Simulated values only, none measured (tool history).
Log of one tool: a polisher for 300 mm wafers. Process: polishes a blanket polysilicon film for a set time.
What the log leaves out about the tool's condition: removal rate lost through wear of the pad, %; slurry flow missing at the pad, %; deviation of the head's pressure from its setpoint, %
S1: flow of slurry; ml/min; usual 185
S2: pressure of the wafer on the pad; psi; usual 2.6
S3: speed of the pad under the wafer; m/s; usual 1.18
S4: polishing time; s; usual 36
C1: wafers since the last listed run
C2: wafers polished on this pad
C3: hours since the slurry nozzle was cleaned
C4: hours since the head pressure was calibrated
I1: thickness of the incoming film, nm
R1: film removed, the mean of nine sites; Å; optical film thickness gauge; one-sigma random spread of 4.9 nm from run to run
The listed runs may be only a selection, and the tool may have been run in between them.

| run | day | S1 | S2 | S3 | S4 | C1 | C2 | C3 | C4 | I1 | R1 |
|---|---|---|---|---|---|---|---|---|---|---|---|
| 1 | 0 | 185 | 2.6 | 1.18 | 36 | 0 | 415 | 326.7 | 380.1 | 1295.7 | 3680 |
| 2 | 0.45 | 185 | 2.6 | 1.18 | 36 | 69 | 485 | 337.5 | 390.9 | 1269.1 | 3747 |
| 3 | 1.192 | 185 | 2.6 | 1.18 | 36 | 115 | 600 | 355.3 | 408.7 | 1281.2 | 3711 |
| 4 | 2.525 | 185 | 2.6 | 1.18 | 36 | 206 | 807 | 387.3 | 440.7 | 1296.9 | 3736 |
| 5 | 2.958 | 185 | 2.6 | 1.18 | 36 | 67 | 874 | 397.7 | 451.1 | 1300 | 3700 |
| 6 | 3.438 | 185 | 2.6 | 1.18 | 36 | 74 | 948 | 409.2 | 462.6 | 1278.5 | 3790 |
| 7 | 4.021 | 220 | 2.6 | 1.18 | 36 | 90 | 1039 | 423.2 | 476.6 | 1271.7 | 3866 |
| 8 | 4.333 | 220 | 2.6 | 1.18 | 36 | 48 | 1087 | 430.7 | 484.1 | 1274 | 3804 |
| 9 | 5.05 | 185 | 1.9 | 1.02 | 36 | 111 | 1198 | 447.9 | 501.3 | 1251.7 | 2627 |
| 10 | 5.338 | 185 | 2.6 | 1.18 | 36 | 44 | 1243 | 454.8 | 508.2 | 1286.5 | 3692 |
| 11 | 5.625 | 185 | 2.2 | 1.06 | 36 | 44 | 1288 | 461.7 | 515.1 | 1292.6 | 2985 |
|  | 5.771 | slurry nozzle cleaned |
| 12 | 6.183 | 185 | 2.2 | 1.06 | 36 | 80 | 1368 | 9.9 | 528.5 | 1293.8 | 3052 |
| 13 | 6.671 | 185 | 2.2 | 1.06 | 36 | 75 | 1443 | 21.6 | 540.2 | 1285 | 3054 |
| 14 | 7.092 | 185 | 2 | 1.18 | 36 | 65 | 1509 | 31.7 | 550.3 | 1286.9 | 3117 |
| 15 | 7.4 | 185 | 2 | 1.18 | 36 | 47 | 1556 | 39.1 | 557.7 | 1276.5 | 3164 |
|  | 7.808 | worn pad replaced by a new one |
| 16 | 7.942 | 185 | 2 | 1.18 | 36 | 58 | 20 | 52.1 | 570.7 | 1269.5 | 3104 |
|  | 8.354 | head pressure recalibrated |
| 17 | 8.375 | 185 | 2.6 | 1.18 | 36 | 54 | 75 | 62.5 | 0.5 | 1303.3 | 3667 |
| 18 | 8.867 | 185 | 2.4 | 1.18 | 36 | 76 | 151 | 74.3 | 12.3 | 1269.7 | 3486 |
| 19 | 9.288 | 185 | 3.2 | 1.18 | 41 | 65 | 216 | 84.4 | 22.4 | 1285.8 | 4976 |
| 20 | 10.008 | 185 | 2.6 | 1.18 | 36 | 111 | 328 | 101.7 | 39.7 | 1258.3 | 3852 |
| 21 | 10.692 | 185 | 2.6 | 1.34 | 36 | 106 | 434 | 118.1 | 56.1 | 1272 | 4217 |
| 22 | 11.225 | 185 | 3.2 | 1.18 | 36 | 82 | 517 | 130.9 | 68.9 | 1271.9 | 4331 |
| 23 | 11.958 | 185 | 2.6 | 1.18 | 36 | 113 | 630 | 148.5 | 86.5 | 1305.7 | 3702 |
| 24 | 12.679 | 160 | 1.9 | 0.96 | 26 | 111 | 742 | 165.8 | 103.8 | 1265.9 | 1715 |
| 25 | 13.075 | 185 | 1.9 | 1.18 | 36 | 61 | 804 | 175.3 | 113.3 | 1286.1 | 3060 |
| 26 | 13.562 | 185 | 2.8 | 1.18 | 36 | 75 | 879 | 187 | 125 | 1258.2 | 4015 |
| 27 | 13.979 | 215 | 2.6 | 1.18 | 25 | 64 | 944 | 197 | 135 | 1262.2 | 2646 |
| 28 | 14.692 | 205 | 2.3 | 1.32 | 45 | 110 | 1054 | 214.1 | 152.1 | 1258.5 | 4923 |
| 29 | 15.338 | 235 | 2.9 | 1.18 | 28 | 100 | 1155 | 229.6 | 167.6 | 1282 | 3171 |
| 30 | 15.617 | 185 | 2.6 | 1.18 | 36 | 43 | 1198 | 236.3 | 174.3 | 1258.3 | 3633 |
| 31 | 16.271 | 185 | 2.6 | 1.18 | 36 | 101 | 1299 | 252 | 190 | 1279.4 | 3767 |
| 32 | 16.912 | 185 | 2.6 | 1.18 | 36 | 99 | 1399 | 267.4 | 205.4 | 1262.6 | 3736 |
| 33 | 17.329 | 205 | 2.6 | 1.44 | 29 | 64 | 1464 | 277.4 | 215.4 | 1285 | 3746 |
| 34 | 17.604 | 220 | 2.6 | 0.96 | 27 | 42 | 1506 | 284 | 222 | 1273.9 | 2291 |
| 35 | 18.158 | 145 | 2.6 | 1.4 | 26 | 85 | 1592 | 297.3 | 235.3 | 1279 | 3060 |
|  | 18.329 | worn pad replaced by a new one |
| 36 | 18.75 | 185 | 2.6 | 1.18 | 36 | 65 | 65 | 311.5 | 249.5 | 1275.3 | 3701 |

Alternative continuations, all from the tool just after run 36; predict every row:
| A | 18.767 | 185 | 2.6 | 0.86 | 36 | 2 | 67 | 311.9 | 249.9 | 1290.8 | ? |
| B | 18.767 | 205 | 2.6 | 1.38 | 25 | 2 | 67 | 311.9 | 249.9 | 1290.8 | ? |
| C | 18.767 | 240 | 2.6 | 1.44 | 31 | 2 | 67 | 311.9 | 249.9 | 1290.8 | ? |

| run | R1 |
|---|---|
| A | 2717 |
| B | 3074 |
| C | 4058 |
With the hidden condition removed and each run's random variation left untouched, the same runs would have given:
| run | R1 |
|---|---|
| A | 2717 |
| B | 3074 |
| C | 4058 |

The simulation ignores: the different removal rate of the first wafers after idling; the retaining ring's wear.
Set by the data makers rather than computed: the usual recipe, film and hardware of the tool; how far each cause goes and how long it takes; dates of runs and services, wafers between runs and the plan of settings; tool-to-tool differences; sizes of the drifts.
